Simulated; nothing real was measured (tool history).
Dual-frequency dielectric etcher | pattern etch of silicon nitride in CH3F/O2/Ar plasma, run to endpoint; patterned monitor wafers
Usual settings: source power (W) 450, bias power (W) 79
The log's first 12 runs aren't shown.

run,hour,source power (W),bias power (W),wafers since the last listed run,hours since the last wet clean,hours since the last source power generator calibration,hours since the last bias power generator calibration,hours since the last upper electrode change,"incoming incoming film thickness, nm",endpoint time (s)
13,1049.3,450,79,468,116.1,4609.7,1630.9,1933.2,49.92,60.8
14,1092.9,450,79,327,159.7,4653.3,1674.5,1976.8,50.13,60.6
# hour 1141.3: bias power generator calibrated
15,1194.1,450,79,729,260.9,4754.5,52.8,2078.0,50.18,62.5
16,1235.2,450,64,308,302.0,4795.6,93.9,2119.1,49.35,67.4
17,1320.6,450,79,641,387.4,4881.0,179.3,2204.5,50.30,62.7
# hour 1409.2: wet clean of the chamber
18,1409.7,340,79,488,0.5,4970.1,268.4,2293.6,50.15,69.3
19,1473.8,530,74,481,64.6,5034.2,332.5,2357.7,50.10,58.6
20,1526.7,350,79,397,117.5,5087.1,385.4,2410.6,50.49,68.5
21,1591.7,390,95,488,182.5,5152.1,450.4,2475.6,49.99,60.9
22,1641.0,390,64,370,231.8,5201.4,499.7,2524.9,50.24,72.2
23,1711.6,500,79,530,302.4,5272.0,570.3,2595.5,49.55,58.4
# hour 1753.0: upper electrode replaced
24,1757.4,450,85,163,348.2,5317.8,616.1,4.4,49.69,59.6
25,1846.0,450,87,665,436.8,5406.4,704.7,93.0,49.65,59.4
# hour 1867.7: source power generator calibrated
# hour 1932.2: wet clean of the chamber
26,1932.7,510,79,440,0.5,65.0,791.4,179.7,49.95,58.3
27,1996.4,520,98,478,64.2,128.7,855.1,243.4,49.71,52.0
28,2093.0,540,84,725,160.8,225.3,951.7,340.0,49.85,55.0
29,2158.0,450,99,488,225.8,290.3,1016.7,405.0,50.62,56.8

Run 30 comes next. What will it give?
30,2216.2,370,79,436,284.0,348.5,1074.9,463.2,50.18,?

endpoint time (s): 67.1
Without the tool's hidden state the same run would have given endpoint time (s) 66.7.
